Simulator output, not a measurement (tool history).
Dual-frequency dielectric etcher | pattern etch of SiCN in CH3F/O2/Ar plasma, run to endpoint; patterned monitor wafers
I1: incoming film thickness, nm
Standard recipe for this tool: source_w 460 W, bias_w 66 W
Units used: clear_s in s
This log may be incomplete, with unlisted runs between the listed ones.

Run 1, hour 0: usual settings; I1 13.16. Result: clear_s 33.5 s.
Run 2, hour 28.5: usual settings; I1 13.07. Result: clear_s 33.2 s.
Run 3, hour 49.5: usual settings but source_w 490 W; I1 13.28. Result: clear_s 33 s.
Run 4, hour 77.7: usual settings but source_w 490 W; I1 13.22. Result: clear_s 33 s.
Run 5, hour 103.1: usual settings but source_w 490 W; I1 13.35. Result: clear_s 33.3 s.
Run 6, hour 178.8: usual settings; I1 13.13. Result: clear_s 33.3 s.
Run 7, hour 222.8: usual settings but source_w 480 W, bias_w 74 W; I1 13.35. Result: clear_s 31.7 s.
Run 8, hour 246.2: usual settings; I1 13.16. Result: clear_s 33.6 s.
Run 9, hour 264: usual settings; I1 13.16. Result: clear_s 33.4 s.
Run 10, hour 280.2: usual settings but source_w 380 W, bias_w 55 W; I1 13.25. Result: clear_s 39.4 s.
Run 11, hour 305: usual settings but source_w 380 W, bias_w 55 W; I1 13.11. Result: clear_s 39.1 s.
Run 12, hour 317.6: usual settings but source_w 380 W, bias_w 55 W; I1 13.13. Result: clear_s 39 s.
Run 13, hour 343.8: usual settings but source_w 350 W, bias_w 78 W; I1 13.28. Result: clear_s 34.2 s.
Run 14, hour 366.1: usual settings but source_w 350 W, bias_w 57 W; I1 13.21. Result: clear_s 39.9 s.
Run 15, hour 395.2: usual settings but source_w 380 W, bias_w 55 W; I1 13.29. Result: clear_s 39.7 s.
Run 16, hour 409.5: usual settings but bias_w 55 W; I1 13.29. Result: clear_s 36.9 s.
Run 17, hour 443.8: usual settings but source_w 510 W, bias_w 72 W; I1 13.31. Result: clear_s 31.4 s.
Run 18, hour 475: usual settings but source_w 360 W, bias_w 62 W; I1 13.31. Result: clear_s 38.2 s.
Run 19, hour 503.4: usual settings but bias_w 52 W; I1 13.33. Result: clear_s 38.1 s.
Run 20, hour 532.6: usual settings but source_w 500 W, bias_w 57 W; I1 13.08. Result: clear_s 34.8 s.
Run 21, hour 542.8: usual settings; I1 13.12. Result: clear_s 33.4 s.
Run 22, hour 644.4: usual settings; I1 13.2. Result: clear_s 33.4 s.
Run 23, hour 673.1: usual settings but source_w 530 W, bias_w 77 W; I1 13.11. Result: clear_s 29.6 s.
Run 24, hour 707.1: usual settings but source_w 540 W, bias_w 74 W; I1 13.14. Result: clear_s 30.1 s.
Run 25, hour 727.8: usual settings; I1 13.2. Result: clear_s 33.4 s.

Withheld: 5 entries from between the runs. Position of each, and hidden state at the listed run before versus the listed run after:
Logged between run 1 and run 2: wet clean of the chamber (hour 1.7)
  no hidden state differs between the two runs
Logged between run 6 and run 7: source power generator calibrated (hour 222.3)
  no hidden state differs between the two runs
Logged between run 8 and run 9: bias power generator calibrated (hour 260.5)
  no hidden state differs between the two runs
Logged between run 14 and run 15: wet clean of the chamber (hour 394.7)
  no hidden state differs between the two runs
Logged between run 19 and run 20: upper electrode replaced (hour 532.1)
  no hidden state differs between the two runs
